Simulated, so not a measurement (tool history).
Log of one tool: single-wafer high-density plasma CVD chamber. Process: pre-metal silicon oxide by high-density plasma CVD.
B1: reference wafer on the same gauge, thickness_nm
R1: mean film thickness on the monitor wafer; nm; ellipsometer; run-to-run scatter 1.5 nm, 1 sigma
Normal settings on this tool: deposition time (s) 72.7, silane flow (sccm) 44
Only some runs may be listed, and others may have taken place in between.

Run 1, hour 0.0: usual settings but silane flow (sccm) 38; B1 268.948. Result: R1 286.479 nm.
Run 2, hour 98.8: usual settings but deposition time (s) 64.3; B1 268.772. Result: R1 294.044 nm.
Run 3, hour 188.3: usual settings but deposition time (s) 64.3; B1 269.331. Result: R1 292.227 nm.
Run 4, hour 250.8: usual settings but deposition time (s) 65.3; B1 268.990. Result: R1 292.656 nm.
Run 5, hour 302.5: usual settings but deposition time (s) 65.3; B1 269.097. Result: R1 296.553 nm.
Run 6, hour 523.2: usual settings; B1 269.146. Result: R1 328.881 nm.
Run 7, hour 573.5: usual settings; B1 269.251. Result: R1 328.705 nm.
Run 8, hour 655.4: usual settings but deposition time (s) 62.0, silane flow (sccm) 42; B1 269.268. Result: R1 268.033 nm.
Run 9, hour 719.4: usual settings but deposition time (s) 62.0, silane flow (sccm) 42; B1 268.516. Result: R1 270.302 nm.
Run 10, hour 816.8: usual settings but silane flow (sccm) 50; B1 268.392. Result: R1 371.075 nm.
Run 11, hour 884.5: usual settings; B1 268.918. Result: R1 328.299 nm.
Run 12, hour 984.2: usual settings; B1 269.210. Result: R1 329.098 nm.
Run 13, hour 1033.8: usual settings; B1 268.606. Result: R1 330.620 nm.
Run 14, hour 1091.7: usual settings but deposition time (s) 62.0, silane flow (sccm) 42; B1 269.128. Result: R1 269.824 nm.
Run 15, hour 1157.7: usual settings but deposition time (s) 61.6, silane flow (sccm) 52; B1 268.886. Result: R1 325.483 nm.
At hour 1184.4: gauge calibrated.
Run 16, hour 1246.6: usual settings but deposition time (s) 60.7; B1 268.991. Result: R1 272.526 nm.
Run 17, hour 1297.0: usual settings but deposition time (s) 85.8, silane flow (sccm) 47; B1 269.441. Result: R1 411.974 nm.
Run 18, hour 1385.2: usual settings but deposition time (s) 61.1, silane flow (sccm) 36; B1 269.549. Result: R1 227.913 nm.
Run 19, hour 1445.4: usual settings but deposition time (s) 62.0, silane flow (sccm) 42; B1 268.746. Result: R1 268.220 nm.

Run 20 comes next. What will it give?
Run 20, hour 1530.2: usual settings; B1 ?. Result: R1 ?.

B1: 269.200
R1: 328.649 nm
With the hidden condition absent and the run-to-run variation left alone, this run would have shown R1 328.649 nm.
